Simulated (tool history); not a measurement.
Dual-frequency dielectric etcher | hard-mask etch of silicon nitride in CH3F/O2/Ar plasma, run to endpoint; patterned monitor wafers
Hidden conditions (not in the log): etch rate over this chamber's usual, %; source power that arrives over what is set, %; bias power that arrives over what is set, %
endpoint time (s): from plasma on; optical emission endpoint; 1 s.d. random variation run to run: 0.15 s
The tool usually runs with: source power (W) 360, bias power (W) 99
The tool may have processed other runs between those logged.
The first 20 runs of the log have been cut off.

run    hour  source power (W)  bias power (W)  wafers since the last listed run  hours since the last wet clean  hours since the last source power generator calibration  hours since the last bias power generator calibration  hours since the last upper electrode change  incoming incoming film thickness, nm  endpoint time (s)
 21   989.9               360              99                               695                           360.6                                                     44.9                                                 3689.7                                       5057.1                                 34.51               48.0
 22  1028.0               430              84                               617                           398.7                                                     83.0                                                 3727.8                                       5095.2                                 34.49               47.4
     1052.0  -- wet clean of the chamber
     1060.9  -- upper electrode replaced
 23  1093.4               310              99                               527                            41.4                                                    148.4                                                 3793.2                                         32.5                                 34.24               52.1
 24  1120.5               360              90                               439                            68.5                                                    175.5                                                 3820.3                                         59.6                                 34.39               50.0
 25  1187.0               440             116                              1077                           135.0                                                    242.0                                                 3886.8                                        126.1                                 34.28               38.9
 26  1215.2               360             111                               457                           163.2                                                    270.2                                                 3915.0                                        154.3                                 34.40               45.1
 27  1251.1               450              99                               581                           199.1                                                    306.1                                                 3950.9                                        190.2                                 34.22               41.7
     1273.7  -- bias power generator calibrated
 28  1290.5               330              75                               573                           238.5                                                    345.5                                                   16.8                                        229.6                                 34.41               58.8
 29  1354.7               410              99                              1040                           302.7                                                    409.7                                                   81.0                                        293.8                                 34.59               44.5
 30  1394.6               450              86                               646                           342.6                                                    449.6                                                  120.9                                        333.7                                 34.11               45.1
 31  1444.7               410             124                               812                           392.7                                                    499.7                                                  171.0                                        383.8                                 34.18               39.3
     1490.9  -- wet clean of the chamber
 32  1491.4               330              91                               367                             0.5                                                    546.4                                                  217.7                                        430.5                                 34.46               53.2
 33  1544.5               320              90                               860                            53.6                                                    599.5                                                  270.8                                        483.6                                 34.21               54.2
 34  1607.6               280             123                              1022                           116.7                                                    662.6                                                  333.9                                        546.7                                 34.13               50.0

Alternative continuations, all from the tool just after run 34; predict every row:
  A  1608.0               360              99                                 6                           117.1                                                    663.0                                                  334.3                                        547.1                                 34.01                  ?
  B  1608.0               390             120                                 6                           117.1                                                    663.0                                                  334.3                                        547.1                                 34.01                  ?
  C  1608.0               280              91                                 6                           117.1                                                    663.0                                                  334.3                                        547.1                                 34.01                  ?
  D  1608.0               390              92                                 6                           117.1                                                    663.0                                                  334.3                                        547.1                                 34.01                  ?
  E  1608.0               360             110                                 6                           117.1                                                    663.0                                                  334.3                                        547.1                                 34.01                  ?

run  endpoint time (s)
  A               47.7
  B               41.2
  C               58.8
  D               47.4
  E               45.1
The same runs, with their run-to-run variation unchanged, on a tool lacking any hidden condition would have given:
run  endpoint time (s)
  A               47.4
  B               40.9
  C               58.4
  D               47.1
  E               44.8
